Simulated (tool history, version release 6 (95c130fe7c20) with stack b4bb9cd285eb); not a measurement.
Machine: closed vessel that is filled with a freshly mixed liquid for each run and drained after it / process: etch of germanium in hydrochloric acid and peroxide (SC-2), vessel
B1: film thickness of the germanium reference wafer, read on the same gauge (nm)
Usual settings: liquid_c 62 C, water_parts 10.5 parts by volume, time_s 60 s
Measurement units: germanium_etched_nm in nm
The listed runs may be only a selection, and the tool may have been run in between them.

{"run": 1, "hour": 0.0, "liquid_c": 58, "water_parts": 10.5, "time_s": 60, "B1": 59.99, "germanium_etched_nm": 258.6}
{"hour": 46.1, "done": "chemicals flow meter replaced"}
{"run": 2, "hour": 49.0, "liquid_c": 62, "water_parts": 10.5, "time_s": 50, "B1": 60.01, "germanium_etched_nm": 243.08}
{"run": 3, "hour": 119.1, "liquid_c": 62, "water_parts": 10.5, "time_s": 50, "B1": 60.01, "germanium_etched_nm": 242.37}
{"hour": 133.3, "done": "gauge calibrated"}
{"run": 4, "hour": 190.9, "liquid_c": 62, "water_parts": 10.5, "time_s": 50, "B1": 60.01, "germanium_etched_nm": 243.68}
{"run": 5, "hour": 230.3, "liquid_c": 62, "water_parts": 10.5, "time_s": 60, "B1": 60, "germanium_etched_nm": 294.8}
{"run": 6, "hour": 295.1, "liquid_c": 62, "water_parts": 10.5, "time_s": 60, "B1": 60, "germanium_etched_nm": 294.25}
{"run": 7, "hour": 323.5, "liquid_c": 62, "water_parts": 10.5, "time_s": 60, "B1": 60.01, "germanium_etched_nm": 293.56}
{"run": 8, "hour": 385.5, "liquid_c": 62, "water_parts": 10.5, "time_s": 60, "B1": 60, "germanium_etched_nm": 295.83}
{"run": 9, "hour": 450.1, "liquid_c": 62, "water_parts": 10.5, "time_s": 60, "B1": 60.01, "germanium_etched_nm": 298.48}
{"run": 10, "hour": 500.1, "liquid_c": 62, "water_parts": 10.5, "time_s": 60, "B1": 60, "germanium_etched_nm": 296.84}
{"hour": 523.1, "done": "new drum of peroxide connected"}
{"run": 11, "hour": 552.3, "liquid_c": 62, "water_parts": 10.5, "time_s": 45, "B1": 60.01, "germanium_etched_nm": 222.46}
{"run": 12, "hour": 601.8, "liquid_c": 62, "water_parts": 10.5, "time_s": 60, "B1": 60.01, "germanium_etched_nm": 296.45}
{"run": 13, "hour": 629.8, "liquid_c": 62, "water_parts": 10.5, "time_s": 60, "B1": 60.01, "germanium_etched_nm": 296.63}
{"hour": 647.8, "done": "thermometer replaced"}
{"run": 14, "hour": 673.5, "liquid_c": 70, "water_parts": 10.5, "time_s": 50, "B1": 60, "germanium_etched_nm": 289.99}
{"hour": 681.3, "done": "gauge calibrated"}
{"hour": 724.6, "done": "chemicals flow meter replaced"}
{"run": 15, "hour": 734.7, "liquid_c": 56.5, "water_parts": 15, "time_s": 60, "B1": 60.01, "germanium_etched_nm": 228.73}
{"run": 16, "hour": 798.9, "liquid_c": 62, "water_parts": 7.5, "time_s": 60, "B1": 60, "germanium_etched_nm": 287.68}
{"run": 17, "hour": 847.4, "liquid_c": 71.5, "water_parts": 7.5, "time_s": 60, "B1": 59.98, "germanium_etched_nm": 379.55}
{"run": 18, "hour": 907.6, "liquid_c": 62, "water_parts": 9, "time_s": 60, "B1": 60, "germanium_etched_nm": 283.79}
{"run": 19, "hour": 960.5, "liquid_c": 57, "water_parts": 14.5, "time_s": 75, "B1": 60, "germanium_etched_nm": 291.66}

3 options for the next run, each taken on its own from the tool as it stands now. Forecast them:
{"run": "A", "hour": 961.2, "liquid_c": 62, "water_parts": 10.5, "time_s": 60, "B1": "?", "germanium_etched_nm": "?"}
{"run": "B", "hour": 961.2, "liquid_c": 62, "water_parts": 7, "time_s": 60, "B1": "?", "germanium_etched_nm": "?"}
{"run": "C", "hour": 961.2, "liquid_c": 62, "water_parts": 8, "time_s": 60, "B1": "?", "germanium_etched_nm": "?"}

run=A B1=59.99 germanium_etched_nm=277.85
run=B B1=59.99 germanium_etched_nm=288.42
run=C B1=59.99 germanium_etched_nm=285.54
Stripped of hidden state, with their random variation kept, the same runs would have yielded:
run=A germanium_etched_nm=274.66
run=B germanium_etched_nm=285.04
run=C germanium_etched_nm=282.22
